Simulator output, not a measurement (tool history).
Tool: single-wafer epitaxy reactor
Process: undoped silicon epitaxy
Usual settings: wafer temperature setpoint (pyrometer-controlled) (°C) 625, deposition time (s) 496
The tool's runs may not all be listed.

| run | hour | wafer temperature setpoint (pyrometer-controlled) (°C) | deposition time (s) | wafers since the last listed run | hours since the last pyrometer calibration | hours since the gauge calibration | read-back reference wafer on the same gauge, thickness_nm | mean film thickness on the monitor wafer (angstrom) |
|---|---|---|---|---|---|---|---|---|
| 1 | 0 | 625 | 496 | 0 | 881.6 | 54.3 | 51.62 | 521.07 |
| 2 | 15.3 | 625 | 496 | 53 | 896.9 | 69.6 | 51.658 | 524.47 |
| 3 | 27.7 | 625 | 496 | 43 | 909.3 | 82 | 51.729 | 526.26 |
| 4 | 42.4 | 625 | 450 | 51 | 924 | 96.7 | 51.783 | 479.91 |
| 5 | 60.1 | 625 | 450 | 62 | 941.7 | 114.4 | 51.764 | 480.97 |
| 6 | 73.8 | 633 | 496 | 48 | 955.4 | 128.1 | 51.746 | 653.4 |
| 7 | 80.6 | 633 | 496 | 23 | 962.2 | 134.9 | 51.72 | 655.52 |
| 8 | 116.1 | 633 | 496 | 124 | 997.7 | 170.4 | 51.746 | 655.84 |
| 9 | 132.4 | 625 | 496 | 57 | 1014 | 186.7 | 51.804 | 536.83 |
|  | 143.3 | gauge calibrated |
| 10 | 180.9 | 632 | 496 | 170 | 1062.5 | 37.6 | 51.765 | 651.53 |
|  | 196.6 | pyrometer calibrated |
| 11 | 197.1 | 639 | 586 | 28 | 0.5 | 53.8 | 51.633 | 834.19 |
| 12 | 200.7 | 615 | 581 | 12 | 4.1 | 57.4 | 51.719 | 447.54 |
| 13 | 235 | 618 | 496 | 120 | 38.4 | 91.7 | 51.818 | 413.7 |
| 14 | 244.3 | 625 | 496 | 32 | 47.7 | 101 | 51.603 | 496.25 |
| 15 | 259.8 | 638 | 559 | 54 | 63.2 | 116.5 | 51.671 | 774.26 |
| 16 | 270.4 | 640 | 427 | 37 | 73.8 | 127.1 | 51.641 | 626.87 |
| 17 | 286.2 | 637 | 448 | 55 | 89.6 | 142.9 | 51.714 | 611.94 |
| 18 | 298.6 | 615 | 552 | 43 | 102 | 155.3 | 51.577 | 419.27 |
| 19 | 305.9 | 625 | 496 | 25 | 109.3 | 162.6 | 51.697 | 491.54 |
| 20 | 319.7 | 637 | 448 | 48 | 123.1 | 176.4 | 51.696 | 614.3 |

3 ways to go on from here, each from the tool as it stands after run 20. What would each give?
| A | 320.2 | 625 | 496 | 1 | 123.6 | 176.9 | ? | ? |
| B | 320.2 | 618 | 442 | 1 | 123.6 | 176.9 | ? | ? |
| C | 320.2 | 612 | 591 | 1 | 123.6 | 176.9 | ? | ? |

| run | read-back reference wafer on the same gauge, thickness_nm | mean film thickness on the monitor wafer (angstrom) |
|---|---|---|
| A | 51.563 | 498.27 |
| B | 51.563 | 368.98 |
| C | 51.563 | 419.86 |
Without the tool's hidden state the same runs would have given:
| run | mean film thickness on the monitor wafer (angstrom) |
|---|---|
| A | 492.49 |
| B | 364.63 |
| C | 414.83 |

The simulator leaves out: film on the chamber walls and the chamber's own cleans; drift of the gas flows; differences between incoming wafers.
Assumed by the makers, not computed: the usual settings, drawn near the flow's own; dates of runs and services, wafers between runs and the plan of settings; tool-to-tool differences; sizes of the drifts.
